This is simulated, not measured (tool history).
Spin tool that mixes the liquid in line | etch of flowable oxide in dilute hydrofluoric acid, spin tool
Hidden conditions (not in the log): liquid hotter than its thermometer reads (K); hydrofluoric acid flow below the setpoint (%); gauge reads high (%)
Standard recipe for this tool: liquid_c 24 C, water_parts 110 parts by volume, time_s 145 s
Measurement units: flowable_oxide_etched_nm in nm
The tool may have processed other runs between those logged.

run   hour  liquid_c  water_parts  time_s  wafers since the last listed run  hours since the thermometer was replaced  hours since the hydrofluoric acid flow meter was replaced  hours since the gauge calibration  read-back film thickness of the flowable oxide reference wafer, read on the same gauge (nm)  flowable_oxide_etched_nm
  1      0        24          150     145                                 0                                    2603.7                                                      683.1                              134.4                                                                                        90.05                     26.93
  2     18        24          150     145                               156                                    2621.7                                                      701.1                              152.4                                                                                        89.96                     26.81
  3   33.6        24          110     145                               135                                    2637.3                                                      716.7                                168                                                                                        89.97                     38.07
  4   41.1        24           90     145                                65                                    2644.8                                                      724.2                              175.5                                                                                        89.98                     47.89
  5   56.4        24           90     145                               132                                    2660.1                                                      739.5                              190.8                                                                                        89.95                     47.61
  6   73.6        24          110     145                               149                                    2677.3                                                      756.7                                208                                                                                        89.97                     37.18
  7   87.4        24          110     145                               119                                    2691.1                                                      770.5                              221.8                                                                                           90                     37.76
  8  100.5        24          110     145                               113                                    2704.2                                                      783.6                              234.9                                                                                        90.01                     37.53
       123  -- hydrofluoric acid flow meter replaced
  9  129.7        24          110     145                               244                                    2733.4                                                        6.7                              264.1                                                                                        90.01                     34.81
 10  140.4        24          110     145                                92                                    2744.1                                                       17.4                              274.8                                                                                        90.01                     34.49
     141.9  -- gauge calibrated
 11  147.2        24          110     145                                58                                    2750.9                                                       24.2                                5.3                                                                                        89.98                     34.91
 12  159.1        24          110     145                               103                                    2762.8                                                       36.1                               17.2                                                                                           90                     34.67
     177.6  -- thermometer replaced
 13  178.1        24          110     145                               156                                       0.5                                                       55.1                               36.2                                                                                        89.97                     34.25
 14  189.3        24          110     145                                97                                      11.7                                                       66.3                               47.4                                                                                        90.01                     34.78
     194.8  -- hydrofluoric acid flow meter replaced, repeated, since the last time left the tool worse
 15  200.8        24          110     145                                91                                      23.2                                                          6                               58.9                                                                                        90.04                     42.05
 16  210.1        24          110     145                                80                                      32.5                                                       15.3                               68.2                                                                                        89.99                     42.33
 17  225.2        24          110     145                               130                                      47.6                                                       30.4                               83.3                                                                                        89.99                     42.13
 18  235.7        27          110     210                                91                                      58.1                                                       40.9                               93.8                                                                                           90                     68.14
 19  243.9        24          110     145                                71                                      66.3                                                       49.1                                102                                                                                           90                     41.26
 20    251      21.5          130     220                                61                                      73.4                                                       56.2                              109.1                                                                                        90.01                     47.44
 21  263.1        19          130     145                               104                                      85.5                                                       68.3                              121.2                                                                                        89.99                     27.92
 22  271.9        28           95     120                                76                                      94.3                                                       77.1                                130                                                                                        89.99                      47.3
 23  283.8      20.5           75     230                               103                                     106.2                                                         89                              141.9                                                                                           90                     87.49
 24  297.9      25.5          150     205                               122                                     120.3                                                      103.1                                156                                                                                        89.97                     43.01
 25  304.5        24          110     185                                57                                     126.9                                                      109.7                              162.6                                                                                        89.98                     52.55
 26  319.1        24          110     145                               126                                     141.5                                                      124.3                              177.2                                                                                        89.98                        41
 27  325.2      20.5           75     225                                52                                     147.6                                                      130.4                              183.3                                                                                        90.03                     85.14
 28  339.7      21.5           55     190                               125                                     162.1                                                      144.9                              197.8                                                                                        89.99                    103.59
 29  350.6        22           60     205                                94                                       173                                                      155.8                              208.7                                                                                        90.01                     104.7
 30  367.2      21.5          110      85                               143                                     189.6                                                      172.4                              225.3                                                                                        89.99                     21.87
 31  377.3        24          110     180                                87                                     199.7                                                      182.5                              235.4                                                                                        89.95                     50.32
     378.9  -- gauge calibrated
 32  390.1        24          150     210                               111                                     212.5                                                      195.3                               11.2                                                                                           90                     41.19

Describe how what the log doesn't record of the tool's condition differs between the last listed run preceding each entry between runs and the first listed run following it.
Logged between run 8 and run 9: hydrofluoric acid flow meter replaced (hour 123)
  hydrofluoric acid flow below the setpoint (%): 9.37 -> 14.8
  the result without the hidden state subtracted from the measured one, flowable_oxide_etched_nm: -4.45 -> -7.01 nm
Logged between run 10 and run 11: gauge calibrated (hour 141.9)
  no hidden state differs between the two runs
  the result without the hidden state subtracted from the measured one, flowable_oxide_etched_nm: -7.02 -> -7.14 nm
Logged between run 12 and run 13: thermometer replaced (hour 177.6)
  hydrofluoric acid flow below the setpoint (%): 15.2 -> 15.4
  the result without the hidden state subtracted from the measured one, flowable_oxide_etched_nm: -7.18 -> -7.22 nm
Logged between run 14 and run 15: hydrofluoric acid flow meter replaced, repeated, since the last time left the tool worse (hour 194.8)
  hydrofluoric acid flow below the setpoint (%): 15.5 -> 0.254
  the result without the hidden state subtracted from the measured one, flowable_oxide_etched_nm: -7.4 -> -0.12 nm
Logged between run 31 and run 32: gauge calibrated (hour 378.9)
  hydrofluoric acid flow below the setpoint (%): 2.36 -> 2.52
  the result without the hidden state subtracted from the measured one, flowable_oxide_etched_nm: -1.38 -> -1.25 nm

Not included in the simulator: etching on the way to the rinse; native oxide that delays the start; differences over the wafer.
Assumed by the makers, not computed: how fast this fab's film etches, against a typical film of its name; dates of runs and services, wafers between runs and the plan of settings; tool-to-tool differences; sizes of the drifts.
